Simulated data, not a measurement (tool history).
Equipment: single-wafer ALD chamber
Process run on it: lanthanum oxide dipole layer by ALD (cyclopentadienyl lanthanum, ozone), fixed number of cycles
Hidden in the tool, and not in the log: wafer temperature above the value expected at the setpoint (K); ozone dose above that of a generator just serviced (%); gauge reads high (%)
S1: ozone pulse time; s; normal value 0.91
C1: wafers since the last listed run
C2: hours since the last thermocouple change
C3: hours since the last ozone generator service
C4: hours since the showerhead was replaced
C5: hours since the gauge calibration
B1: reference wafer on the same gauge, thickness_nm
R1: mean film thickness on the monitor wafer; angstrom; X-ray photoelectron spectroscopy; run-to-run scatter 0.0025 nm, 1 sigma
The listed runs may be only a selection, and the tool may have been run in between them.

run,hour,S1,C1,C2,C3,C4,C5,B1,R1
1,0,0.91,0,1965.3,155.5,4477.1,550.5,0.528,4.92
2,30.5,0.91,391,1995.8,186,4507.6,581,0.528,4.9
3,61.8,0.91,402,2027.1,217.3,4538.9,612.3,0.528,4.87
4,105.6,0.91,562,2070.9,261.1,4582.7,656.1,0.528,4.87
5,154.9,0.91,633,2120.2,310.4,4632,705.4,0.528,4.84
6,207.5,0.91,675,2172.8,363,4684.6,758,0.527,4.89
7,249.9,1.16,544,2215.2,405.4,4727,800.4,0.527,5.35
8,313.6,0.91,818,2278.9,469.1,4790.7,864.1,0.528,4.89
9,376.6,0.91,809,2341.9,532.1,4853.7,927.1,0.528,4.79
10,420.1,0.91,559,2385.4,575.6,4897.2,970.6,0.529,4.82
11,451.8,0.91,407,2417.1,607.3,4928.9,1002.3,0.528,4.81
# hour 479.1: ozone generator serviced
12,497.7,0.91,487,2463,18.6,4974.8,1048.2,0.529,5.04
13,528.7,0.91,398,2494,49.6,5005.8,1079.2,0.529,5
14,557.1,0.91,364,2522.4,78,5034.2,1107.6,0.528,4.93
15,615.8,0.65,754,2581.1,136.7,5092.9,1166.3,0.528,4.04
16,675.4,1.21,765,2640.7,196.3,5152.5,1225.9,0.528,5.45
17,734,0.91,753,2699.3,254.9,5211.1,1284.5,0.527,4.89
# hour 749.2: gauge calibrated
18,776.6,0.91,547,2741.9,297.5,5253.7,27.4,0.529,4.9
# hour 816: showerhead replaced
19,836.5,1.01,666,2801.8,357.4,20.5,87.3,0.528,5.02
20,900.1,0.57,817,2865.4,421,84.1,150.9,0.528,3.53
21,971.1,0.91,912,2936.4,492,155.1,221.9,0.528,4.83
22,1017,0.67,589,2982.3,537.9,201,267.8,0.527,4.01
# hour 1026.5: ozone generator serviced
23,1055,1.19,385,3020.3,28.5,239,305.8,0.527,5.52
24,1104.9,0.72,641,3070.2,78.4,288.9,355.7,0.528,4.35
25,1168.4,0.91,816,3133.7,141.9,352.4,419.2,0.528,4.96
# hour 1202.3: thermocouple changed; heater temperature recalibrated
26,1232.6,0.63,722,30.3,206.1,416.6,483.4,0.528,3.9
27,1271.4,0.91,498,69.1,244.9,455.4,522.2,0.527,4.85
28,1298.6,0.77,349,96.3,272.1,482.6,549.4,0.528,4.43
29,1365.4,0.91,858,163.1,338.9,549.4,616.2,0.528,4.86
30,1416.6,1.02,657,214.3,390.1,600.6,667.4,0.528,5.06
31,1476.9,1.25,774,274.6,450.4,660.9,727.7,0.528,5.44
32,1508.9,0.91,411,306.6,482.4,692.9,759.7,0.529,4.84
33,1560.8,0.61,666,358.5,534.3,744.8,811.6,0.528,3.74
# hour 1581: ozone generator serviced
34,1595.8,0.69,346,393.5,14.8,779.8,846.6,0.527,4.33

Branching from run 34: 4 alternative next runs. What would each branch give?
A,1596.2,0.91,5,393.9,15.2,780.2,847,?,?
B,1596.2,1.11,5,393.9,15.2,780.2,847,?,?
C,1596.2,1.17,5,393.9,15.2,780.2,847,?,?
D,1596.2,0.66,5,393.9,15.2,780.2,847,?,?

run,B1,R1
A,0.528,5
B,0.528,5.39
C,0.528,5.47
D,0.528,4.18
Had the tool no hidden state, the same runs would have come out as:
run,R1
A,5.04
B,5.42
C,5.5
D,4.22

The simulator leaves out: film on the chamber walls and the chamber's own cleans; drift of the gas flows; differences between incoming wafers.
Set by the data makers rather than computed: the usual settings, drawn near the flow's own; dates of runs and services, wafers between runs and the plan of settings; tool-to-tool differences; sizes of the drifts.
